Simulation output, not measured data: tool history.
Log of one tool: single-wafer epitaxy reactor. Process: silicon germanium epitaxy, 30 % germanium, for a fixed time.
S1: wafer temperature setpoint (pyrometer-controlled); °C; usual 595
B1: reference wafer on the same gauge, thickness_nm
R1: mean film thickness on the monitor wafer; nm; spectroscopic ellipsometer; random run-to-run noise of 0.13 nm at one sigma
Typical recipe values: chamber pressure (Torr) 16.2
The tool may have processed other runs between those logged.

run 1 hour=0 | S1=599 chamber_pressure_(Torr)=16.2 | B1=61.202 | R1=54.647
run 2 hour=12.2 | S1=599 chamber_pressure_(Torr)=16.2 | B1=61.222 | R1=54.408
run 3 hour=28.4 | S1=584 chamber_pressure_(Torr)=16.2 | B1=61.171 | R1=42.754
run 4 hour=38.2 | S1=584 chamber_pressure_(Torr)=16.2 | B1=61.183 | R1=42.613
run 5 hour=46.5 | S1=595 chamber_pressure_(Torr)=16.2 | B1=61.164 | R1=51.324
run 6 hour=61.3 | S1=595 chamber_pressure_(Torr)=16.2 | B1=61.181 | R1=51.143
run 7 hour=73.5 | S1=595 chamber_pressure_(Torr)=16.2 | B1=61.177 | R1=51.081
run 8 hour=84 | S1=595 chamber_pressure_(Torr)=19.2 | B1=61.227 | R1=54.807
run 9 hour=101.3 | S1=595 chamber_pressure_(Torr)=19.2 | B1=61.237 | R1=55.171
run 10 hour=109 | S1=595 chamber_pressure_(Torr)=19.2 | B1=61.269 | R1=54.991
run 11 hour=118.8 | S1=595 chamber_pressure_(Torr)=14.6 | B1=61.165 | R1=48.857
-- hour=127.6 pyrometer calibrated
run 12 hour=129.3 | S1=595 chamber_pressure_(Torr)=14.6 | B1=61.285 | R1=48.438
run 13 hour=138.1 | S1=595 chamber_pressure_(Torr)=14.6 | B1=61.189 | R1=48.503
run 14 hour=150.4 | S1=585 chamber_pressure_(Torr)=16.2 | B1=61.202 | R1=43.154
-- hour=155.9 gauge calibrated
-- hour=164.2 capacitance manometer re-zeroed and calibrated
run 15 hour=164.7 | S1=584 chamber_pressure_(Torr)=12.6 | B1=61.222 | R1=37.315
run 16 hour=166.1 | S1=589 chamber_pressure_(Torr)=13.9 | B1=61.208 | R1=42.272
run 17 hour=176.3 | S1=595 chamber_pressure_(Torr)=13.6 | B1=61.233 | R1=46.195
run 18 hour=184.3 | S1=595 chamber_pressure_(Torr)=12.7 | B1=61.195 | R1=44.814
run 19 hour=198.7 | S1=595 chamber_pressure_(Torr)=16.2 | B1=61.192 | R1=49.912
-- hour=214 capacitance manometer re-zeroed and calibrated, repeated, since the last time left the tool worse
run 20 hour=214.5 | S1=582 chamber_pressure_(Torr)=19.5 | B1=61.237 | R1=45.897
-- hour=226.9 showerhead replaced
run 21 hour=227.4 | S1=609 chamber_pressure_(Torr)=13.1 | B1=61.181 | R1=59.93
run 22 hour=229.4 | S1=595 chamber_pressure_(Torr)=16.2 | B1=61.203 | R1=52.326
run 23 hour=237.2 | S1=595 chamber_pressure_(Torr)=16.2 | B1=61.166 | R1=52.582
run 24 hour=252.5 | S1=595 chamber_pressure_(Torr)=12.9 | B1=61.181 | R1=47.26
run 25 hour=265.7 | S1=602 chamber_pressure_(Torr)=13.3 | B1=61.168 | R1=53.964
run 26 hour=272.6 | S1=595 chamber_pressure_(Torr)=16.2 | B1=61.188 | R1=52.448
run 27 hour=288.9 | S1=608 chamber_pressure_(Torr)=12.9 | B1=61.189 | R1=58.367
run 28 hour=305.4 | S1=605 chamber_pressure_(Torr)=19.8 | B1=61.24 | R1=66.967
run 29 hour=313.1 | S1=595 chamber_pressure_(Torr)=15.2 | B1=61.233 | R1=51.011

What if the next run were any one of these 5? Each begins from the tool's condition after run 29:
run A hour=313.5 | S1=582 chamber_pressure_(Torr)=16.2 | B1=? | R1=?
run B hour=313.5 | S1=600 chamber_pressure_(Torr)=16.2 | B1=? | R1=?
run C hour=313.5 | S1=602 chamber_pressure_(Torr)=13.4 | B1=? | R1=?
run D hour=313.5 | S1=608 chamber_pressure_(Torr)=16.2 | B1=? | R1=?
run E hour=313.5 | S1=609 chamber_pressure_(Torr)=19.1 | B1=? | R1=?

run=A B1=61.203 R1=42.376
run=B B1=61.203 R1=56.921
run=C B1=61.203 R1=54.13
run=D B1=61.203 R1=64.677
run=E B1=61.203 R1=70.51
Take away the tool's hidden state, keep each run's random variation, and the runs would have read:
run=A R1=42.266
run=B R1=56.774
run=C R1=53.99
run=D R1=64.51
run=E R1=70.328

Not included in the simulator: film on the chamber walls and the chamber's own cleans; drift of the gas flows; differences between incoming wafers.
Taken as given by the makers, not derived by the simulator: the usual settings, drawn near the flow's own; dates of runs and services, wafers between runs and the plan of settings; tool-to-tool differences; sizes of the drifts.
